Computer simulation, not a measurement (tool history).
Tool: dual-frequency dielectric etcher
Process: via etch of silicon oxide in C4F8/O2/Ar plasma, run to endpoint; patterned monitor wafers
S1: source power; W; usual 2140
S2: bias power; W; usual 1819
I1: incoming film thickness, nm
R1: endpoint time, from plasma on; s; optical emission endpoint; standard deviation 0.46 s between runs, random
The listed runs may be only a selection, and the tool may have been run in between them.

run 1 hour=0 | S1=2280 S2=1819 | I1=737.3 | R1=153.6
run 2 hour=88.5 | S1=2280 S2=1819 | I1=735.5 | R1=153.3
run 3 hour=138.3 | S1=2140 S2=1819 | I1=740.4 | R1=157.4
run 4 hour=208.4 | S1=2140 S2=1819 | I1=743.1 | R1=157.9
-- hour=263.7 wet clean of the chamber
run 5 hour=306.5 | S1=2140 S2=1819 | I1=738.4 | R1=156.7
run 6 hour=344.9 | S1=2350 S2=1819 | I1=739 | R1=153.1
run 7 hour=434.8 | S1=2140 S2=2078 | I1=745.1 | R1=154
run 8 hour=513.4 | S1=2140 S2=2078 | I1=738.8 | R1=152.7
run 9 hour=577.1 | S1=2140 S2=2078 | I1=741.6 | R1=154.1
run 10 hour=632.9 | S1=2140 S2=1819 | I1=740.8 | R1=158.2
-- hour=859.8 upper electrode replaced
run 11 hour=860.3 | S1=2140 S2=1819 | I1=745.3 | R1=159.1
run 12 hour=940.1 | S1=1840 S2=1819 | I1=740.6 | R1=166.4
-- hour=1053.6 wet clean of the chamber
run 13 hour=1054.1 | S1=2580 S2=1394 | I1=744.3 | R1=160.2
run 14 hour=1110.5 | S1=2140 S2=1819 | I1=736.3 | R1=158.4
run 15 hour=1216.2 | S1=1930 S2=2149 | I1=742 | R1=158.5
run 16 hour=1284.8 | S1=2140 S2=1494 | I1=737.3 | R1=164.4
-- hour=1348.9 bias power generator calibrated
run 17 hour=1378.5 | S1=1740 S2=1970 | I1=736.5 | R1=163.2
-- hour=1475.1 source power generator calibrated
run 18 hour=1475.6 | S1=2140 S2=1819 | I1=741.1 | R1=154.8
run 19 hour=1541.3 | S1=2360 S2=2178 | I1=740.6 | R1=145.3
run 20 hour=1646.7 | S1=2550 S2=1615 | I1=729.8 | R1=149.3

Run 21 has not been measured yet. What should we expect?
run 21 hour=1710 | S1=2380 S2=1621 | I1=743.7 | R1=?

R1: 156 s
Had the tool carried no hidden state, the very same run would have given R1 155.8 s.
